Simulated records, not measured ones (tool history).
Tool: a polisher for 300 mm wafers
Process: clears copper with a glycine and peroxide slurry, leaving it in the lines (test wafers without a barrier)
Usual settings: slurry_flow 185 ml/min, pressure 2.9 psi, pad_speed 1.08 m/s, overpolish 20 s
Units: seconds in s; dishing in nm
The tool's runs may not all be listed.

run,day,slurry_flow,pressure,pad_speed,overpolish,wafers since the last listed run,wafers polished on this pad,hours since the slurry nozzle was cleaned,hours since the head pressure was calibrated,"incoming thickness of the incoming film, nm",seconds,dishing
1,0,185,2.9,1.08,20,0,737,543.2,969.6,606.7,96.9,71.6
2,0.325,185,2.9,1.08,20,49,787,551,977.4,610.5,93.4,72.4
3,0.733,185,2.9,1.08,20,62,849,560.8,987.2,615.9,99.4,72
4,1.375,185,2.9,1.08,20,97,947,576.2,1002.6,606.5,94.8,70.8
5,1.946,185,2.9,1.08,20,86,1033,589.9,1016.3,608.1,98.1,70.5
# day 2.267: head pressure recalibrated
6,2.288,135,2.9,1.08,20,39,1073,598.1,0.5,608,104.7,67.7
# day 2.512: worn pad replaced by a new one, of another model than before
7,2.533,185,2.9,1.36,20,12,3,604,6.4,619,72.2,86.6
# day 2.888: slurry nozzle cleaned
8,2.988,185,2.9,1.08,20,62,66,2.4,17.3,619.5,89.3,75.1
9,3.342,145,2.9,0.78,20,53,119,10.9,25.8,600.1,122.6,59.8
10,3.738,150,3.2,1.08,20,60,180,20.4,35.3,609.2,86.3,76.8
11,4.071,185,2.1,1.08,20,50,230,28.4,43.3,607.4,103.5,68.5
12,4.754,185,2.6,0.88,16,104,334,44.8,59.7,603.8,113,51.5
13,5.162,230,2,0.76,20,62,397,54.6,69.5,602.9,143.5,52.2
14,5.433,185,2.9,1.08,20,41,438,61.1,76,604.7,90.5,72.9

Forecast each of these 4 alternatives for the next run:
A,5.454,185,2.9,1.08,11,3,441,61.6,76.5,602.5,?,?
B,5.454,140,2.9,1.08,23,3,441,61.6,76.5,602.5,?,?
C,5.454,160,3.6,1.08,20,3,441,61.6,76.5,602.5,?,?
D,5.454,215,3.3,0.88,20,3,441,61.6,76.5,602.5,?,?

run,seconds,dishing
A,90,45.3
B,92.1,78.5
C,82.4,77.8
D,102.5,66.6
Without the tool's hidden state the same runs would have given:
run,seconds,dishing
A,86,47
B,88,80.9
C,78.7,80.3
D,97.9,68.9

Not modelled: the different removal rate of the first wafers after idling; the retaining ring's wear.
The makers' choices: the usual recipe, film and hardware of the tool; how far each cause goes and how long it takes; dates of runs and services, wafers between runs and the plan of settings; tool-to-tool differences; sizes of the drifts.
